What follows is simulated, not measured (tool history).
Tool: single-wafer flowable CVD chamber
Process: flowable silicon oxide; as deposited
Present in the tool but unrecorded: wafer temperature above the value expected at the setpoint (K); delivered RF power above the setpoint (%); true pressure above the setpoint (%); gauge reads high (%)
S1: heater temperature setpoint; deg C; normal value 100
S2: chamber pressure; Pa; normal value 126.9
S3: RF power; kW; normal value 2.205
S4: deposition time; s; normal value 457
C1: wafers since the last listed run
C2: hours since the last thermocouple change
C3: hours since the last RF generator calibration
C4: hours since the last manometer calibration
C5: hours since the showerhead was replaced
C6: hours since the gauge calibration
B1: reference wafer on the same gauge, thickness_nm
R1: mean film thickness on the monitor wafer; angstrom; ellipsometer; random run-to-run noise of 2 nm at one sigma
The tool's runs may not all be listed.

run 1 day=0.000 | S1=107 S2=126.9 S3=2.205 S4=457 | C1=0 C2=1774.0 C3=235.7 C4=926.3 C5=6075.0 C6=468.1 | B1=361.505 | R1=2660.95
run 2 day=1.771 | S1=107 S2=126.9 S3=2.205 S4=457 | C1=106 C2=1816.5 C3=278.2 C4=968.8 C5=6117.5 C6=510.6 | B1=361.012 | R1=2643.54
run 3 day=4.308 | S1=100 S2=126.9 S3=2.205 S4=457 | C1=153 C2=1877.4 C3=339.1 C4=1029.7 C5=6178.4 C6=571.5 | B1=360.853 | R1=3484.75
run 4 day=6.050 | S1=100 S2=126.9 S3=2.205 S4=457 | C1=105 C2=1919.2 C3=380.9 C4=1071.5 C5=6220.2 C6=613.3 | B1=360.427 | R1=3464.97
run 5 day=8.750 | S1=100 S2=126.9 S3=2.205 S4=457 | C1=163 C2=1984.0 C3=445.7 C4=1136.3 C5=6285.0 C6=678.1 | B1=361.364 | R1=3484.58
run 6 day=11.142 | S1=100 S2=126.9 S3=2.205 S4=393 | C1=144 C2=2041.4 C3=503.1 C4=1193.7 C5=6342.4 C6=735.5 | B1=361.700 | R1=3025.81
run 7 day=12.558 | S1=100 S2=126.9 S3=2.205 S4=393 | C1=85 C2=2075.4 C3=537.1 C4=1227.7 C5=6376.4 C6=769.5 | B1=360.741 | R1=3019.53
run 8 day=14.533 | S1=100 S2=126.9 S3=2.205 S4=393 | C1=119 C2=2122.8 C3=584.5 C4=1275.1 C5=6423.8 C6=816.9 | B1=361.834 | R1=3020.23
run 9 day=15.579 | S1=100 S2=126.9 S3=2.205 S4=457 | C1=63 C2=2147.9 C3=609.6 C4=1300.2 C5=6448.9 C6=842.0 | B1=361.093 | R1=3539.28
run 10 day=17.571 | S1=100 S2=126.9 S3=2.205 S4=457 | C1=120 C2=2195.7 C3=657.4 C4=1348.0 C5=6496.7 C6=889.8 | B1=361.019 | R1=3505.90
run 11 day=18.896 | S1=100 S2=126.9 S3=2.205 S4=457 | C1=80 C2=2227.5 C3=689.2 C4=1379.8 C5=6528.5 C6=921.6 | B1=361.527 | R1=3571.69
run 12 day=21.117 | S1=100 S2=126.9 S3=2.205 S4=394 | C1=134 C2=2280.8 C3=742.5 C4=1433.1 C5=6581.8 C6=974.9 | B1=360.609 | R1=3095.94
run 13 day=23.450 | S1=110 S2=126.9 S3=2.205 S4=457 | C1=140 C2=2336.8 C3=798.5 C4=1489.1 C5=6637.8 C6=1030.9 | B1=361.660 | R1=2448.43
run 14 day=25.800 | S1=100 S2=109.2 S3=2.205 S4=457 | C1=141 C2=2393.2 C3=854.9 C4=1545.5 C5=6694.2 C6=1087.3 | B1=360.419 | R1=3071.07
-- day=26.596 thermocouple changed; heater temperature recalibrated
run 15 day=28.688 | S1=100 S2=136.7 S3=2.090 S4=497 | C1=154 C2=50.2 C3=924.2 C4=1614.8 C5=6763.5 C6=1156.6 | B1=360.859 | R1=4102.14
run 16 day=30.567 | S1=108 S2=141.9 S3=2.420 S4=457 | C1=113 C2=95.3 C3=969.3 C4=1659.9 C5=6808.6 C6=1201.7 | B1=360.938 | R1=3015.07
-- day=33.042 showerhead replaced
run 17 day=33.183 | S1=100 S2=126.9 S3=2.315 S4=457 | C1=137 C2=158.1 C3=1032.1 C4=1722.7 C5=3.4 C6=1264.5 | B1=360.422 | R1=3640.26
run 18 day=36.029 | S1=91 S2=143.2 S3=2.205 S4=457 | C1=171 C2=226.4 C3=1100.4 C4=1791.0 C5=71.7 C6=1332.8 | B1=361.537 | R1=5772.60
-- day=36.654 gauge calibrated
run 19 day=37.475 | S1=100 S2=126.9 S3=2.205 S4=457 | C1=87 C2=261.1 C3=1135.1 C4=1825.7 C5=106.4 C6=19.7 | B1=360.238 | R1=3657.63
run 20 day=38.921 | S1=114 S2=126.9 S3=2.595 S4=457 | C1=87 C2=295.8 C3=1169.8 C4=1860.4 C5=141.1 C6=54.4 | B1=360.561 | R1=2207.22
-- day=39.908 RF generator calibrated
-- day=40.788 capacitance manometer re-zeroed and calibrated
run 21 day=41.162 | S1=87 S2=126.9 S3=2.205 S4=405 | C1=95 C2=349.6 C3=30.1 C4=9.0 C5=194.9 C6=108.2 | B1=360.516 | R1=4711.84
run 22 day=43.942 | S1=100 S2=126.9 S3=2.025 S4=524 | C1=167 C2=416.3 C3=96.8 C4=75.7 C5=261.6 C6=174.9 | B1=361.669 | R1=3802.63
run 23 day=46.583 | S1=100 S2=126.9 S3=2.205 S4=457 | C1=159 C2=479.7 C3=160.2 C4=139.1 C5=325.0 C6=238.3 | B1=361.166 | R1=3388.67
run 24 day=48.221 | S1=100 S2=126.9 S3=2.205 S4=415 | C1=98 C2=519.0 C3=199.5 C4=178.4 C5=364.3 C6=277.6 | B1=361.400 | R1=3040.17
run 25 day=50.767 | S1=100 S2=126.9 S3=2.450 S4=457 | C1=153 C2=580.1 C3=260.6 C4=239.5 C5=425.4 C6=338.7 | B1=360.473 | R1=3396.58
run 26 day=52.038 | S1=100 S2=126.9 S3=2.205 S4=457 | C1=76 C2=610.6 C3=291.1 C4=270.0 C5=455.9 C6=369.2 | B1=360.868 | R1=3363.10
run 27 day=53.283 | S1=94 S2=126.9 S3=2.385 S4=413 | C1=75 C2=640.5 C3=321.0 C4=299.9 C5=485.8 C6=399.1 | B1=361.469 | R1=3829.84

Below are 5 alternative next runs, each starting from the tool's condition after run 27. Predict each:
run A day=53.304 | S1=100 S2=126.9 S3=2.205 S4=457 | C1=1 C2=641.0 C3=321.5 C4=300.4 C5=486.3 C6=399.6 | B1=? | R1=?
run B day=53.304 | S1=114 S2=158.3 S3=2.205 S4=504 | C1=1 C2=641.0 C3=321.5 C4=300.4 C5=486.3 C6=399.6 | B1=? | R1=?
run C day=53.304 | S1=105 S2=126.9 S3=2.445 S4=457 | C1=1 C2=641.0 C3=321.5 C4=300.4 C5=486.3 C6=399.6 | B1=? | R1=?
run D day=53.304 | S1=111 S2=126.9 S3=1.845 S4=457 | C1=1 C2=641.0 C3=321.5 C4=300.4 C5=486.3 C6=399.6 | B1=? | R1=?
run E day=53.304 | S1=115 S2=154.7 S3=2.010 S4=546 | C1=1 C2=641.0 C3=321.5 C4=300.4 C5=486.3 C6=399.6 | B1=? | R1=?

run=A B1=360.742 R1=3377.34
run=B B1=360.742 R1=2749.34
run=C B1=360.742 R1=2827.03
run=D B1=360.742 R1=2160.38
run=E B1=360.742 R1=2768.94
With the hidden condition removed and each run's random variation left untouched, the same runs would have given:
run=A R1=3396.74
run=B R1=2763.76
run=C R1=2843.26
run=D R1=2172.79
run=E R1=2783.47
